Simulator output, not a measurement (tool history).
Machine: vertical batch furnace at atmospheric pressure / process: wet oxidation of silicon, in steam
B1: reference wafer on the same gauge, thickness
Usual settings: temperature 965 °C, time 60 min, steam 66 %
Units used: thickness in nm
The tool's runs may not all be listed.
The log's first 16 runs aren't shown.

run 17 day=11.696 | temperature=973 time=60 steam=66 | B1=226 | thickness=210.54
run 18 day=12.258 | temperature=978 time=60 steam=66 | B1=225.93 | thickness=222.81
run 19 day=12.629 | temperature=965 time=60 steam=66 | B1=225.91 | thickness=195.11
run 20 day=12.917 | temperature=965 time=34 steam=66 | B1=226.05 | thickness=123.93
-- day=14.283 steam generator serviced
run 21 day=14.304 | temperature=975 time=88.5 steam=61 | B1=226.06 | thickness=287.86
run 22 day=14.483 | temperature=952 time=60 steam=66 | B1=226.08 | thickness=182.91
run 23 day=14.821 | temperature=959 time=60 steam=66 | B1=226.04 | thickness=196.92
run 24 day=15.512 | temperature=965 time=60 steam=66 | B1=226.09 | thickness=208.15
run 25 day=15.771 | temperature=958 time=82 steam=56 | B1=226.09 | thickness=216.86
run 26 day=16.379 | temperature=951 time=40 steam=57 | B1=226 | thickness=114.53
run 27 day=16.904 | temperature=965 time=60 steam=78 | B1=226.07 | thickness=237.49
run 28 day=17.558 | temperature=942 time=74 steam=57 | B1=226.02 | thickness=172.71
run 29 day=18.188 | temperature=965 time=87 steam=75 | B1=226.04 | thickness=304.47
run 30 day=18.775 | temperature=965 time=83 steam=66 | B1=226.04 | thickness=266.09
run 31 day=19.421 | temperature=981 time=60 steam=75 | B1=225.98 | thickness=262.83
run 32 day=19.696 | temperature=965 time=87 steam=75 | B1=225.98 | thickness=302.73

Predict each of these 3 candidate next runs independently; none follows another, all start after run 32:
run A day=19.879 | temperature=965 time=60 steam=66 | B1=? | thickness=?
run B day=19.879 | temperature=965 time=60 steam=57 | B1=? | thickness=?
run C day=19.879 | temperature=950 time=60 steam=76 | B1=? | thickness=?

run=A B1=226.04 thickness=206.2
run=B B1=226.04 thickness=183.76
run=C B1=226.04 thickness=198.46
With the hidden condition removed and each run's random variation left untouched, the same runs would have given:
run=A thickness=207.33
run=B thickness=184.79
run=C thickness=199.58
